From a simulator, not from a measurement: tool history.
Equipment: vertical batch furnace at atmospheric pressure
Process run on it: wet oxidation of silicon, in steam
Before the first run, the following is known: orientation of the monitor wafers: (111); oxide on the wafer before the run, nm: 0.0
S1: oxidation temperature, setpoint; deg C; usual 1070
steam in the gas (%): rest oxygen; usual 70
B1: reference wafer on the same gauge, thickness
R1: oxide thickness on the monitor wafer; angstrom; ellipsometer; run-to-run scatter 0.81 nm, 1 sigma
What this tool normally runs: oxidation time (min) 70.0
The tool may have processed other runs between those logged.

run 1 hour=0.0 | S1=1070 oxidation_time_(min)=70.0 steam_in_the_gas_(%)=77 | B1=630.98 | R1=5446.8
run 2 hour=32.7 | S1=1070 oxidation_time_(min)=70.0 steam_in_the_gas_(%)=70 | B1=631.28 | R1=5157.0
run 3 hour=64.4 | S1=1070 oxidation_time_(min)=70.0 steam_in_the_gas_(%)=70 | B1=630.98 | R1=5159.8
run 4 hour=91.3 | S1=1070 oxidation_time_(min)=70.0 steam_in_the_gas_(%)=70 | B1=630.80 | R1=5156.3
-- hour=168.7 steam generator serviced
-- hour=201.7 thermocouples replaced and temperature profile calibrated
run 5 hour=202.2 | S1=1070 oxidation_time_(min)=70.0 steam_in_the_gas_(%)=73 | B1=631.31 | R1=5487.1
run 6 hour=207.5 | S1=1070 oxidation_time_(min)=45.0 steam_in_the_gas_(%)=76 | B1=631.13 | R1=4382.3
run 7 hour=214.9 | S1=1070 oxidation_time_(min)=90.0 steam_in_the_gas_(%)=70 | B1=630.87 | R1=6159.4
run 8 hour=230.4 | S1=1070 oxidation_time_(min)=57.5 steam_in_the_gas_(%)=60 | B1=631.23 | R1=4404.4
run 9 hour=248.3 | S1=1070 oxidation_time_(min)=45.0 steam_in_the_gas_(%)=76 | B1=631.24 | R1=4380.2
run 10 hour=278.7 | S1=1083 oxidation_time_(min)=81.0 steam_in_the_gas_(%)=70 | B1=631.08 | R1=6089.8

Run 11 comes next. What will it give?
run 11 hour=294.7 | S1=1051 oxidation_time_(min)=70.0 steam_in_the_gas_(%)=82 | B1=? | R1=?

B1: 631.13
R1: 5394.9 angstrom
Had the tool carried no hidden state, the very same run would have given R1 5430.6 angstrom.
